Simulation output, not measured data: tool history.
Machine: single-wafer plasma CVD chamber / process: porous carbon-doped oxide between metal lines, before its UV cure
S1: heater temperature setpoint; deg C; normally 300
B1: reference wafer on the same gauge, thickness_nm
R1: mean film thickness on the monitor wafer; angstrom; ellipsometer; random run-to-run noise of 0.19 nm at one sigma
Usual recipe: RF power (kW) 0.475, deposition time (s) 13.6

{"run": 1, "hour": 0.0, "S1": 300, "RF power (kW)": 0.475, "deposition time (s)": 13.6, "B1": 75.724, "R1": 675.72}
{"run": 2, "hour": 66.5, "S1": 300, "RF power (kW)": 0.475, "deposition time (s)": 13.6, "B1": 75.848, "R1": 678.04}
{"run": 3, "hour": 120.8, "S1": 300, "RF power (kW)": 0.475, "deposition time (s)": 13.6, "B1": 75.803, "R1": 676.08}
{"hour": 179.6, "done": "RF generator calibrated"}
{"run": 4, "hour": 192.1, "S1": 300, "RF power (kW)": 0.475, "deposition time (s)": 13.6, "B1": 75.762, "R1": 673.56}
{"run": 5, "hour": 254.3, "S1": 300, "RF power (kW)": 0.475, "deposition time (s)": 13.6, "B1": 75.813, "R1": 675.21}
{"hour": 339.6, "done": "gauge calibrated"}
{"run": 6, "hour": 347.4, "S1": 300, "RF power (kW)": 0.475, "deposition time (s)": 13.6, "B1": 75.805, "R1": 673.83}
{"run": 7, "hour": 389.3, "S1": 300, "RF power (kW)": 0.475, "deposition time (s)": 13.6, "B1": 75.782, "R1": 672.0}
{"run": 8, "hour": 437.5, "S1": 300, "RF power (kW)": 0.475, "deposition time (s)": 13.6, "B1": 75.738, "R1": 675.72}
{"run": 9, "hour": 481.5, "S1": 300, "RF power (kW)": 0.475, "deposition time (s)": 14.9, "B1": 75.783, "R1": 735.6}
{"run": 10, "hour": 575.1, "S1": 300, "RF power (kW)": 0.475, "deposition time (s)": 13.6, "B1": 75.808, "R1": 671.42}
{"run": 11, "hour": 651.9, "S1": 300, "RF power (kW)": 0.475, "deposition time (s)": 13.6, "B1": 75.745, "R1": 673.56}
{"hour": 713.1, "done": "thermocouple changed; heater temperature recalibrated"}
{"run": 12, "hour": 733.0, "S1": 300, "RF power (kW)": 0.475, "deposition time (s)": 13.6, "B1": 75.809, "R1": 664.3}
{"run": 13, "hour": 789.7, "S1": 300, "RF power (kW)": 0.405, "deposition time (s)": 13.6, "B1": 75.793, "R1": 602.17}
{"hour": 861.3, "done": "showerhead replaced"}
{"run": 14, "hour": 895.5, "S1": 308, "RF power (kW)": 0.475, "deposition time (s)": 13.6, "B1": 75.794, "R1": 637.84}
{"run": 15, "hour": 966.7, "S1": 290, "RF power (kW)": 0.565, "deposition time (s)": 12.6, "B1": 75.844, "R1": 713.61}
{"run": 16, "hour": 1054.3, "S1": 300, "RF power (kW)": 0.475, "deposition time (s)": 13.6, "B1": 75.796, "R1": 664.96}
{"run": 17, "hour": 1113.4, "S1": 300, "RF power (kW)": 0.475, "deposition time (s)": 13.6, "B1": 75.751, "R1": 661.91}
{"run": 18, "hour": 1184.7, "S1": 300, "RF power (kW)": 0.515, "deposition time (s)": 12.8, "B1": 75.8, "R1": 653.95}
{"run": 19, "hour": 1243.0, "S1": 300, "RF power (kW)": 0.445, "deposition time (s)": 13.6, "B1": 75.817, "R1": 638.13}
{"run": 20, "hour": 1403.4, "S1": 285, "RF power (kW)": 0.475, "deposition time (s)": 13.6, "B1": 75.745, "R1": 711.03}
{"run": 21, "hour": 1469.4, "S1": 300, "RF power (kW)": 0.475, "deposition time (s)": 13.6, "B1": 75.787, "R1": 657.4}
{"hour": 1489.1, "done": "thermocouple changed; heater temperature recalibrated, repeated, since the last time left the tool worse"}
{"run": 22, "hour": 1555.1, "S1": 300, "RF power (kW)": 0.475, "deposition time (s)": 13.6, "B1": 75.736, "R1": 680.04}
{"run": 23, "hour": 1599.0, "S1": 300, "RF power (kW)": 0.475, "deposition time (s)": 13.6, "B1": 75.797, "R1": 682.39}
{"run": 24, "hour": 1676.2, "S1": 300, "RF power (kW)": 0.475, "deposition time (s)": 13.6, "B1": 75.861, "R1": 683.28}
{"hour": 1732.7, "done": "RF generator calibrated"}
{"run": 25, "hour": 1773.7, "S1": 300, "RF power (kW)": 0.57, "deposition time (s)": 11.5, "B1": 75.721, "R1": 643.4}
{"run": 26, "hour": 1866.3, "S1": 300, "RF power (kW)": 0.475, "deposition time (s)": 13.6, "B1": 75.799, "R1": 685.3}
{"run": 27, "hour": 1926.8, "S1": 312, "RF power (kW)": 0.42, "deposition time (s)": 11.1, "B1": 75.812, "R1": 492.04}
{"run": 28, "hour": 1994.6, "S1": 300, "RF power (kW)": 0.475, "deposition time (s)": 13.6, "B1": 75.741, "R1": 683.11}
{"hour": 2048.0, "done": "gauge calibrated"}
{"run": 29, "hour": 2077.4, "S1": 300, "RF power (kW)": 0.475, "deposition time (s)": 13.6, "B1": 75.783, "R1": 680.76}
{"run": 30, "hour": 2184.7, "S1": 305, "RF power (kW)": 0.475, "deposition time (s)": 13.6, "B1": 75.798, "R1": 666.58}
{"run": 31, "hour": 2252.0, "S1": 314, "RF power (kW)": 0.42, "deposition time (s)": 14.5, "B1": 75.836, "R1": 631.09}
{"run": 32, "hour": 2310.7, "S1": 300, "RF power (kW)": 0.475, "deposition time (s)": 13.6, "B1": 75.828, "R1": 677.68}
{"run": 33, "hour": 2362.1, "S1": 313, "RF power (kW)": 0.475, "deposition time (s)": 13.6, "B1": 75.896, "R1": 639.13}
{"run": 34, "hour": 2413.3, "S1": 310, "RF power (kW)": 0.385, "deposition time (s)": 15.9, "B1": 75.768, "R1": 663.32}
{"run": 35, "hour": 2515.7, "S1": 300, "RF power (kW)": 0.475, "deposition time (s)": 14.3, "B1": 75.791, "R1": 710.11}

Predict each of these 3 candidate next runs independently; none follows another, all start after run 35:
{"run": "A", "hour": 2516.1, "S1": 300, "RF power (kW)": 0.475, "deposition time (s)": 12.6, "B1": "?", "R1": "?"}
{"run": "B", "hour": 2516.1, "S1": 309, "RF power (kW)": 0.42, "deposition time (s)": 14.9, "B1": "?", "R1": "?"}
{"run": "C", "hour": 2516.1, "S1": 288, "RF power (kW)": 0.54, "deposition time (s)": 14.5, "B1": "?", "R1": "?"}

run=A B1=75.754 R1=629.53
run=B B1=75.754 R1=658.51
run=C B1=75.754 R1=823.09
Had the tool no hidden state, the same runs would have come out as:
run=A R1=636.08
run=B R1=665.17
run=C R1=832.25
